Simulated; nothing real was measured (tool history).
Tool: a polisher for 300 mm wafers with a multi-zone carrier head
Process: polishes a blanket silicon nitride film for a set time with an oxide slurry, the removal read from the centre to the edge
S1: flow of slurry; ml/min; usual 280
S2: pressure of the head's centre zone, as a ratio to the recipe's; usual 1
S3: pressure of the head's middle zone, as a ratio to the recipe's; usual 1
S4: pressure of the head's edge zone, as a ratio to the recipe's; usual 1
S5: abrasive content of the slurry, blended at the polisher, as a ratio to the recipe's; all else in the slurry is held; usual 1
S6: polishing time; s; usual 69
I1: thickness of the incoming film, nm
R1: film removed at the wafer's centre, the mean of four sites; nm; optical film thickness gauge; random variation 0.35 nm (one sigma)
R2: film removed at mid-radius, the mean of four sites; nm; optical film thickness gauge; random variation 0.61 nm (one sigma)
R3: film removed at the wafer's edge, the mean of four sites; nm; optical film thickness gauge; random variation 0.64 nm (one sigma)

run   hour   S1    S2    S3    S4    S5  S6     I1    R1    R2    R3
  1      0  280     1     1  0.96     1  69  470.5  50.1  51.7  50.9
  2   29.7  280     1  0.92     1     1  69  488.3  49.6  49.2  52.2
  3   56.1  280     1  0.92     1     1  69  483.8  49.8  47.6  52.4
  4   87.5  280     1  0.92     1     1  69  477.7  50.6    48  52.1
  5  118.5  280     1     1     1     1  69  484.8  49.8  50.8  52.5
  6  144.4  280     1     1     1     1  69    482  50.1  51.5  52.1
  7  172.9  280  0.97     1     1     1  69  481.5  48.5  51.5  51.7
  8  195.8  280  0.97     1     1     1  69  486.2  49.4  50.7  51.9
  9  214.7  280     1  1.03  0.92     1  69  479.2  50.3  53.3  50.1
 10  248.8  280     1     1     1     1  69  480.5  49.7  51.8  52.1
 11  283.2  280     1  0.92     1     1  69  482.2  50.1  48.3  51.4
 12  310.1  280     1     1     1     1  69  482.5    50  50.4  51.7
 13  330.7  280  0.89     1     1     1  90  477.8  57.8  66.1  67.3
 14  364.6  280     1     1  1.12   0.9  69  482.3  47.3  48.6  51.8
 15  398.1  280  1.07  0.91     1  0.75  69  482.6  46.5  42.1  45.1
 16  429.8  280     1     1     1     1  69  482.1  49.5  51.3  51.8
 17  452.6  280     1     1  0.91  0.85  69  482.5  45.9  46.2  46.4

Not shown: 9 entries that the log had between the listed runs. Between which runs, and how does the tool's hidden state differ before and after?
Between runs 3 and 4: worn pad replaced by a new one (hour 73.3)
  no hidden state differs between the two runs
Between runs 6 and 7: edge zone pressure recalibrated (hour 154.6); worn pad replaced by a new one (hour 156.3)
  no hidden state differs between the two runs
Between runs 8 and 9: centre zone pressure recalibrated (hour 205.5)
  no hidden state differs between the two runs
Between runs 10 and 11: worn pad replaced by a new one (hour 255.1); carrier head's membrane replaced by a new one (hour 258.4); slurry nozzle cleaned (hour 278.4)
  no hidden state differs between the two runs
Between runs 13 and 14: worn pad replaced by a new one (hour 352.9)
  no hidden state differs between the two runs
Between runs 16 and 17: worn pad replaced by a new one (hour 447.6)
  no hidden state differs between the two runs
